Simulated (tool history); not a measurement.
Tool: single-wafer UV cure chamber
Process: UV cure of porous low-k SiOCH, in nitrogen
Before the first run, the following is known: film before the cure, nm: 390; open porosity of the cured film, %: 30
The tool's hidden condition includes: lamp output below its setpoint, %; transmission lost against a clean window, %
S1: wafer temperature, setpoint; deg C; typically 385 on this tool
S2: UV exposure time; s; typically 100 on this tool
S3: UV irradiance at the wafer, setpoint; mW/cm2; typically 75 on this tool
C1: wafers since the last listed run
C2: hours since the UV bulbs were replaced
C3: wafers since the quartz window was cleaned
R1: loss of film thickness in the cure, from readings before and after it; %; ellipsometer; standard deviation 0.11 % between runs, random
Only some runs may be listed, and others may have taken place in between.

run      day   S1   S2   S3    C1      C2    C3     R1
  1        0  385  100   58     0     422   251  6.503
  2      3.6  385  100   58   449   508.4   700   6.31
  3    5.854  385  100   58   281   562.5   982   6.26
  4   13.583  385   65   75   965     748  1948  5.265
  5   15.367  385   65   75   222   790.8  2170  5.264
  6   18.388  385  100   75   377   863.3  2548  6.901
  7   21.858  385  100   75   433   946.6  2981  6.777
  8    23.55  385  100   75   211   987.2  3192  6.731
      27.271  -- UV bulbs replaced
      35.029  -- quartz window cleaned
  9   35.638  391  100   97  1426   200.8    76  9.362
 10   37.629  391  100   97   248   248.6   324  9.196
 11   39.271  391  100   97   205     288   529  9.117
 12   43.162  385  100   75   486   381.4  1016  7.615
 13   45.329  385  100   75   270   433.4  1286  7.591
 14    47.65  385  115   75   289   489.1  1576  7.899
 15     51.7  385  115   75   505   586.3  2082  7.923
 16   55.958  385  115   75   531   688.5  2614  7.481
 17   58.967  385  100   75   375   760.7  2990  6.882
 18   61.083  385  100   75   264   811.5  3254  6.868
 19   65.138  385  100   75   506   908.8  3761  6.618
      69.017  -- UV bulbs replaced
      69.125  -- quartz window cleaned
 20   69.442  385  100   75   482    10.2    39  8.073
 21   71.312  385  100   75   233    55.1   273  7.963
 22   73.292  385  100   75   247   102.6   520  7.884
 23   75.612  385  100   75   289   158.3   810  7.816
 24   84.138  396  115   75  1064   362.9  1875  8.383
 25   86.375  400   50   75   279   416.6  2154  4.681
 26   90.096  385   75   75   464   505.9  2619  5.919
 27   99.088  380   60   75  1123   721.7  3742  4.546
     102.025  -- quartz window cleaned
 28  102.304  385  100   75   360   798.9    34  7.551
 29  105.171  366   45   48   358   867.7   393  2.694
 30  109.538  385  100  106   545   972.5   938  8.805
     113.392  -- UV bulbs replaced
 31  113.412  369   45   65   442     0.5  1380  3.944
 32  116.562  385  100   75   393    76.1  1774  7.557
 33  118.517  385  120   75   244     123  2018  8.317
 34  120.179  370   40   40   207   162.9  2226  2.128
 35  124.054  385  145   40   484   255.9  2710  6.096
 36  127.175  402  130   96   389   330.8  3100  9.964
 37  130.133  400   75   48   369   401.8  3469  4.451
 38  131.812  377  135   90   209   442.1  3679  9.007
 39  133.662  385  100   60   231   486.5  3910   5.87
 40   137.55  385  100   75   485   579.8  4395  6.824
     138.033  -- quartz window cleaned
 41  139.171  373  130   43   160   618.7   141  6.159
 42  141.325  376  100   75   269   670.4   411   7.54
 43    143.9  379   65   96   321   732.2   732  6.518
 44  147.542  385  100  111   454   819.6  1187  9.136
 45   149.25  395  100   75   213   860.6  1400    7.5
 46  151.321  385  100   75   258   910.3  1659  7.064
 47  155.633  385  100   75   538  1013.8  2198  6.868
     156.712  -- UV bulbs replaced
 48  168.646  385  100   75  1583   286.4  3782  6.972

Here are 5 independent what-if runs from the current tool condition. What would each one return?
  A  168.667  385   55   75   2  286.9  3784   ?
  B  168.667  374  145   85   2  286.9  3784   ?
  C  168.667  385   85   46   2  286.9  3784   ?
  D  168.667  385  140  101   2  286.9  3784   ?
  E  168.667  385  145   75   2  286.9  3784   ?

run      R1
  A   4.565
  B   9.109
  C   4.378
  D  10.006
  E    8.72
Take away the tool's hidden state, keep each run's random variation, and the runs would have read:
run      R1
  A   5.531
  B  10.375
  C    5.32
  D   11.29
  E   9.976

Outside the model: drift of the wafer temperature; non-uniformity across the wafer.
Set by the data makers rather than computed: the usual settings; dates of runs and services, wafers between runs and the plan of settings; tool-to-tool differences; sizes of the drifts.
